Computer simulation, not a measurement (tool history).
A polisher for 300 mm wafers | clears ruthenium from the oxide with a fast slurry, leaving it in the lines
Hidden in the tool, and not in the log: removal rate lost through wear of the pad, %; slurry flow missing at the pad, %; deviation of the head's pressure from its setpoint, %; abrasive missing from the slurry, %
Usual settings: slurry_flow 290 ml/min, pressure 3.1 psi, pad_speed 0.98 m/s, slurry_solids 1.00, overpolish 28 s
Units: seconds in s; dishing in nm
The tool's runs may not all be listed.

| run | hour | slurry_flow | pressure | pad_speed | slurry_solids | overpolish | wafers since the last listed run | wafers polished on this pad | hours since the slurry nozzle was cleaned | hours since the head pressure was calibrated | hours since the slurry blender was calibrated | incoming thickness of the incoming film, nm | seconds | dishing |
|---|---|---|---|---|---|---|---|---|---|---|---|---|---|---|
| 1 | 0.0 | 290 | 3.1 | 1.22 | 1.00 | 28 | 0 | 1449 | 332.6 | 1109.4 | 106.5 | 140.2 | 30.6 | 88.4 |
|  | 19.0 | worn pad replaced by a new one |
| 2 | 29.9 | 290 | 3.1 | 1.22 | 1.00 | 28 | 353 | 149 | 362.5 | 1139.3 | 136.4 | 140.5 | 30.9 | 89.1 |
|  | 51.7 | slurry blender recalibrated |
| 3 | 59.2 | 290 | 3.1 | 0.98 | 0.75 | 28 | 372 | 522 | 391.8 | 1168.6 | 7.5 | 138.2 | 41.1 | 68.7 |
| 4 | 73.7 | 290 | 3.1 | 0.98 | 0.75 | 28 | 197 | 720 | 406.3 | 1183.1 | 22.0 | 138.2 | 43.0 | 69.1 |
| 5 | 100.9 | 290 | 3.1 | 0.98 | 1.00 | 28 | 371 | 1091 | 433.5 | 1210.3 | 49.2 | 141.0 | 38.4 | 76.6 |
| 6 | 126.6 | 290 | 3.1 | 0.98 | 1.00 | 28 | 350 | 1442 | 459.2 | 1236.0 | 74.9 | 142.3 | 38.7 | 77.0 |
|  | 153.8 | worn pad replaced by a new one |
| 7 | 159.5 | 290 | 3.1 | 0.98 | 1.00 | 28 | 394 | 77 | 492.1 | 1268.9 | 107.8 | 140.5 | 38.6 | 75.1 |
| 8 | 180.9 | 290 | 3.1 | 0.98 | 1.00 | 15 | 292 | 369 | 513.5 | 1290.3 | 129.2 | 138.8 | 37.8 | 45.1 |
|  | 202.6 | slurry blender recalibrated |
| 9 | 207.8 | 290 | 3.1 | 0.98 | 1.00 | 15 | 340 | 709 | 540.4 | 1317.2 | 5.2 | 139.8 | 41.9 | 42.5 |
| 10 | 232.9 | 290 | 3.1 | 0.98 | 1.00 | 28 | 342 | 1052 | 565.5 | 1342.3 | 30.3 | 137.8 | 43.4 | 68.5 |
| 11 | 245.8 | 290 | 3.1 | 0.98 | 1.00 | 28 | 176 | 1228 | 578.4 | 1355.2 | 43.2 | 140.5 | 44.5 | 66.9 |
| 12 | 278.2 | 290 | 3.1 | 0.98 | 1.00 | 28 | 442 | 1670 | 610.8 | 1387.6 | 75.6 | 140.2 | 46.0 | 68.3 |
|  | 284.9 | worn pad replaced by a new one |
| 13 | 299.7 | 220 | 3.1 | 0.98 | 1.30 | 28 | 238 | 202 | 632.3 | 1409.1 | 97.1 | 140.3 | 40.7 | 72.7 |
|  | 318.2 | slurry nozzle cleaned |
| 14 | 325.9 | 290 | 3.1 | 0.98 | 1.15 | 28 | 344 | 546 | 7.7 | 1435.3 | 123.3 | 139.7 | 42.7 | 69.4 |
|  | 332.6 | slurry blender recalibrated, repeated, since the last time left the tool worse |
| 15 | 359.8 | 290 | 3.1 | 0.98 | 1.10 | 28 | 435 | 982 | 41.6 | 1469.2 | 27.2 | 138.3 | 35.7 | 78.3 |
| 16 | 384.2 | 290 | 3.1 | 0.98 | 1.00 | 40 | 333 | 1315 | 66.0 | 1493.6 | 51.6 | 137.7 | 37.9 | 99.5 |
|  | 396.3 | worn pad replaced by a new one |
|  | 407.7 | head pressure recalibrated |
| 17 | 408.1 | 255 | 3.6 | 0.64 | 1.00 | 28 | 244 | 133 | 89.9 | 0.4 | 75.5 | 137.6 | 50.1 | 62.5 |
| 18 | 440.3 | 290 | 3.1 | 0.82 | 1.00 | 28 | 439 | 573 | 122.1 | 32.6 | 107.7 | 140.5 | 45.7 | 64.9 |
| 19 | 455.6 | 375 | 3.1 | 0.98 | 1.00 | 28 | 208 | 782 | 137.4 | 47.9 | 123.0 | 139.8 | 38.0 | 75.4 |
|  | 476.2 | slurry blender recalibrated |
| 20 | 488.3 | 290 | 3.1 | 0.98 | 1.00 | 28 | 419 | 1201 | 170.1 | 80.6 | 12.1 | 140.3 | 36.8 | 79.3 |
| 21 | 509.0 | 360 | 3.1 | 1.10 | 1.00 | 28 | 282 | 1484 | 190.8 | 101.3 | 32.8 | 138.5 | 32.2 | 85.2 |
|  | 531.4 | worn pad replaced by a new one |
| 22 | 537.1 | 290 | 4.1 | 0.98 | 1.20 | 34 | 329 | 78 | 218.9 | 129.4 | 60.9 | 140.5 | 26.8 | 114.2 |
| 23 | 549.8 | 290 | 3.1 | 0.98 | 1.00 | 28 | 173 | 251 | 231.6 | 142.1 | 73.6 | 139.1 | 38.3 | 76.8 |
| 24 | 568.6 | 290 | 4.0 | 0.98 | 1.00 | 28 | 256 | 508 | 250.4 | 160.9 | 92.4 | 139.4 | 29.8 | 93.5 |
| 25 | 596.1 | 195 | 3.1 | 1.10 | 1.00 | 45 | 375 | 884 | 277.9 | 188.4 | 119.9 | 140.6 | 35.7 | 109.2 |

The same runs without the tool's hidden state, with the same run-to-run variation:
| run | seconds | dishing |
|---|---|---|
| 1 | 28.6 | 92.6 |
| 2 | 28.8 | 93.5 |
| 3 | 40.5 | 69.5 |
| 4 | 41.7 | 70.9 |
| 5 | 36.7 | 79.3 |
| 6 | 36.5 | 80.5 |
| 7 | 36.1 | 78.9 |
| 8 | 35.3 | 47.9 |
| 9 | 35.8 | 48.6 |
| 10 | 35.6 | 79.6 |
| 11 | 36.0 | 78.6 |
| 12 | 36.4 | 81.8 |
| 13 | 32.9 | 85.1 |
| 14 | 33.8 | 82.8 |
| 15 | 34.6 | 80.2 |
| 16 | 36.0 | 102.9 |
| 17 | 47.2 | 65.6 |
| 18 | 42.7 | 68.6 |
| 19 | 35.3 | 79.5 |
| 20 | 36.1 | 80.4 |
| 21 | 31.0 | 87.6 |
| 22 | 25.5 | 117.5 |
| 23 | 36.0 | 80.3 |
| 24 | 28.0 | 97.7 |
| 25 | 33.3 | 113.9 |

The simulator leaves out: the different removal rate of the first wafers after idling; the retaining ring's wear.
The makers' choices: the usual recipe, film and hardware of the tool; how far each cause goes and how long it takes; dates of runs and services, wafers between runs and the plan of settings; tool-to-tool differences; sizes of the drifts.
